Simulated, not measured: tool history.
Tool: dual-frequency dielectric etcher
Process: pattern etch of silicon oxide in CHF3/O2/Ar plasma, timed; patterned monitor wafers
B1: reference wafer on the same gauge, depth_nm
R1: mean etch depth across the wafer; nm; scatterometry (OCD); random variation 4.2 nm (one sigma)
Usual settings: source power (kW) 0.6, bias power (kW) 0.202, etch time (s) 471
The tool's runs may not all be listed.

run 1 hour=0 | source_power_(kW)=0.6 bias_power_(kW)=0.202 etch_time_(s)=471 | B1=766.3 | R1=953.7
run 2 hour=102.3 | source_power_(kW)=0.6 bias_power_(kW)=0.202 etch_time_(s)=471 | B1=764.1 | R1=951.3
run 3 hour=122.6 | source_power_(kW)=0.6 bias_power_(kW)=0.202 etch_time_(s)=471 | B1=765.2 | R1=946
run 4 hour=157.3 | source_power_(kW)=0.49 bias_power_(kW)=0.202 etch_time_(s)=471 | B1=763.7 | R1=904.3
-- hour=200.1 wet clean of the chamber
run 5 hour=200.6 | source_power_(kW)=0.49 bias_power_(kW)=0.202 etch_time_(s)=471 | B1=764.7 | R1=883.3
run 6 hour=208 | source_power_(kW)=0.6 bias_power_(kW)=0.202 etch_time_(s)=471 | B1=764.1 | R1=937.4
run 7 hour=220.5 | source_power_(kW)=0.6 bias_power_(kW)=0.202 etch_time_(s)=471 | B1=764.6 | R1=937
run 8 hour=233.6 | source_power_(kW)=0.6 bias_power_(kW)=0.202 etch_time_(s)=471 | B1=765.1 | R1=926.3

Run 9 comes next. What will it give?
run 9 hour=256.5 | source_power_(kW)=0.68 bias_power_(kW)=0.202 etch_time_(s)=471 | B1=? | R1=?

B1: 766
R1: 972.6 nm
Without the tool's hidden state the same run would have given R1 970.5 nm.

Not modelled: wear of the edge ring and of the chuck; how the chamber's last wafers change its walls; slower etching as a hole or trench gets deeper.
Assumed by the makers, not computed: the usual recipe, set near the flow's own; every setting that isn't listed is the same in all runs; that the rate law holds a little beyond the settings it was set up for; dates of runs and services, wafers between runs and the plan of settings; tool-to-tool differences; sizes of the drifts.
